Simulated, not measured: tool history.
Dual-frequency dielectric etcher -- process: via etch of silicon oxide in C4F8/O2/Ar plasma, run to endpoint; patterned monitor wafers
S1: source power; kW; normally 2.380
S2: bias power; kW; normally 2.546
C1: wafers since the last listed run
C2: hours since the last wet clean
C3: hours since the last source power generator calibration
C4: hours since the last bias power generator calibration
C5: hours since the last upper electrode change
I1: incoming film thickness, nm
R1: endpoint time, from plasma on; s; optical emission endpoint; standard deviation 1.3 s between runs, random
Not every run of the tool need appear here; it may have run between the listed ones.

| run | hour | S1 | S2 | C1 | C2 | C3 | C4 | C5 | I1 | R1 |
|---|---|---|---|---|---|---|---|---|---|---|
| 1 | 0.0 | 2.380 | 2.546 | 0 | 438.0 | 4745.9 | 3193.9 | 3564.4 | 1549.8 | 252.4 |
| 2 | 12.5 | 2.380 | 2.546 | 67 | 450.5 | 4758.4 | 3206.4 | 3576.9 | 1535.4 | 249.9 |
| 3 | 29.7 | 2.380 | 2.546 | 92 | 467.7 | 4775.6 | 3223.6 | 3594.1 | 1542.5 | 249.4 |
| 4 | 44.3 | 2.380 | 2.546 | 78 | 482.3 | 4790.2 | 3238.2 | 3608.7 | 1526.6 | 247.4 |
| 5 | 50.9 | 2.380 | 2.546 | 35 | 488.9 | 4796.8 | 3244.8 | 3615.3 | 1547.6 | 249.5 |
| 6 | 80.6 | 2.380 | 2.546 | 160 | 518.6 | 4826.5 | 3274.5 | 3645.0 | 1556.7 | 255.6 |
| 7 | 90.4 | 2.380 | 2.751 | 52 | 528.4 | 4836.3 | 3284.3 | 3654.8 | 1543.9 | 247.4 |
|  | 131.0 | wet clean of the chamber |
|  | 153.4 | upper electrode replaced |
| 8 | 153.9 | 2.380 | 2.751 | 92 | 22.9 | 4899.8 | 3347.8 | 0.5 | 1530.8 | 237.0 |
| 9 | 154.3 | 2.380 | 2.751 | 2 | 23.3 | 4900.2 | 3348.2 | 0.9 | 1542.3 | 238.3 |
| 10 | 154.7 | 2.380 | 2.546 | 2 | 23.7 | 4900.6 | 3348.6 | 1.3 | 1538.6 | 242.1 |
| 11 | 155.4 | 2.380 | 2.546 | 3 | 24.4 | 4901.3 | 3349.3 | 2.0 | 1552.0 | 244.0 |
| 12 | 166.4 | 2.380 | 2.546 | 59 | 35.4 | 4912.3 | 3360.3 | 13.0 | 1538.7 | 242.9 |
|  | 180.4 | bias power generator calibrated |
| 13 | 182.1 | 2.000 | 2.166 | 63 | 51.1 | 4928.0 | 1.7 | 28.7 | 1535.5 | 264.2 |
| 14 | 189.5 | 2.380 | 2.546 | 40 | 58.5 | 4935.4 | 9.1 | 36.1 | 1549.0 | 244.9 |
| 15 | 203.1 | 2.740 | 2.845 | 73 | 72.1 | 4949.0 | 22.7 | 49.7 | 1552.9 | 226.4 |
|  | 234.5 | source power generator calibrated |
| 16 | 238.1 | 2.380 | 2.199 | 167 | 107.1 | 3.6 | 57.7 | 84.7 | 1551.0 | 254.3 |
| 17 | 246.6 | 2.200 | 2.018 | 45 | 115.6 | 12.1 | 66.2 | 93.2 | 1531.2 | 263.7 |
| 18 | 259.6 | 1.900 | 2.008 | 70 | 128.6 | 25.1 | 79.2 | 106.2 | 1554.0 | 283.0 |
| 19 | 270.3 | 2.380 | 2.088 | 57 | 139.3 | 35.8 | 89.9 | 116.9 | 1545.6 | 259.2 |
| 20 | 277.6 | 2.880 | 3.090 | 39 | 146.6 | 43.1 | 97.2 | 124.2 | 1539.2 | 218.5 |
| 21 | 292.8 | 2.380 | 2.546 | 82 | 161.8 | 58.3 | 112.4 | 139.4 | 1556.1 | 247.1 |
| 22 | 303.7 | 1.800 | 2.097 | 58 | 172.7 | 69.2 | 123.3 | 150.3 | 1551.4 | 284.6 |
| 23 | 312.7 | 2.600 | 2.546 | 48 | 181.7 | 78.2 | 132.3 | 159.3 | 1573.9 | 243.1 |

5 options for the next run, each taken on its own from the tool as it stands now. Forecast them:
| A | 313.2 | 2.850 | 2.546 | 2 | 182.2 | 78.7 | 132.8 | 159.8 | 1542.8 | ? |
| B | 313.2 | 2.750 | 1.973 | 2 | 182.2 | 78.7 | 132.8 | 159.8 | 1542.8 | ? |
| C | 313.2 | 1.840 | 2.364 | 2 | 182.2 | 78.7 | 132.8 | 159.8 | 1542.8 | ? |
| D | 313.2 | 2.090 | 2.905 | 2 | 182.2 | 78.7 | 132.8 | 159.8 | 1542.8 | ? |
| E | 313.2 | 2.380 | 3.127 | 2 | 182.2 | 78.7 | 132.8 | 159.8 | 1542.8 | ? |

| run | R1 |
|---|---|
| A | 231.9 |
| B | 250.9 |
| C | 273.9 |
| D | 248.1 |
| E | 232.8 |
Stripped of hidden state, with their random variation kept, the same runs would have yielded:
| run | R1 |
|---|---|
| A | 228.6 |
| B | 247.3 |
| C | 270.0 |
| D | 244.6 |
| E | 229.5 |
